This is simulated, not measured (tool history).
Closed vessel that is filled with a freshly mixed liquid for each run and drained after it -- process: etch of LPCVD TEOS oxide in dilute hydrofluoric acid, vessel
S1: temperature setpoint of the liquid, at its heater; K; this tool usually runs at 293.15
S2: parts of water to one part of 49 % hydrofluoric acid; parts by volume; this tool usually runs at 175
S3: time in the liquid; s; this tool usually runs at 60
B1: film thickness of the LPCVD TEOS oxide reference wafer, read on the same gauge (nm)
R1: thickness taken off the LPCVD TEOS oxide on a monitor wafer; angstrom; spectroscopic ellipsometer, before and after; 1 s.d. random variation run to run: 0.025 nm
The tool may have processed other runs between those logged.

{"run": 1, "hour": 0.0, "S1": 293.15, "S2": 175, "S3": 60, "B1": 39.99, "R1": 67.7}
{"run": 2, "hour": 21.7, "S1": 293.15, "S2": 175, "S3": 60, "B1": 39.98, "R1": 68.1}
{"run": 3, "hour": 53.2, "S1": 293.15, "S2": 175, "S3": 50, "B1": 40.0, "R1": 56.8}
{"run": 4, "hour": 74.5, "S1": 293.15, "S2": 175, "S3": 50, "B1": 39.98, "R1": 56.7}
{"run": 5, "hour": 87.3, "S1": 293.15, "S2": 175, "S3": 60, "B1": 39.99, "R1": 67.7}
{"run": 6, "hour": 112.3, "S1": 293.15, "S2": 175, "S3": 60, "B1": 39.99, "R1": 68.1}
{"hour": 146.0, "done": "thermometer replaced"}
{"run": 7, "hour": 147.3, "S1": 295.65, "S2": 125, "S3": 60, "B1": 40.0, "R1": 110.3}
{"run": 8, "hour": 159.8, "S1": 293.15, "S2": 220, "S3": 30, "B1": 40.0, "R1": 25.8}

Forecast run 9:
{"run": 9, "hour": 183.2, "S1": 297.15, "S2": 175, "S3": 40, "B1": "?", "R1": "?"}

B1: 40.03
R1: 53.3 angstrom
With the hidden condition absent and the run-to-run variation left alone, this run would have shown R1 53.3 angstrom.
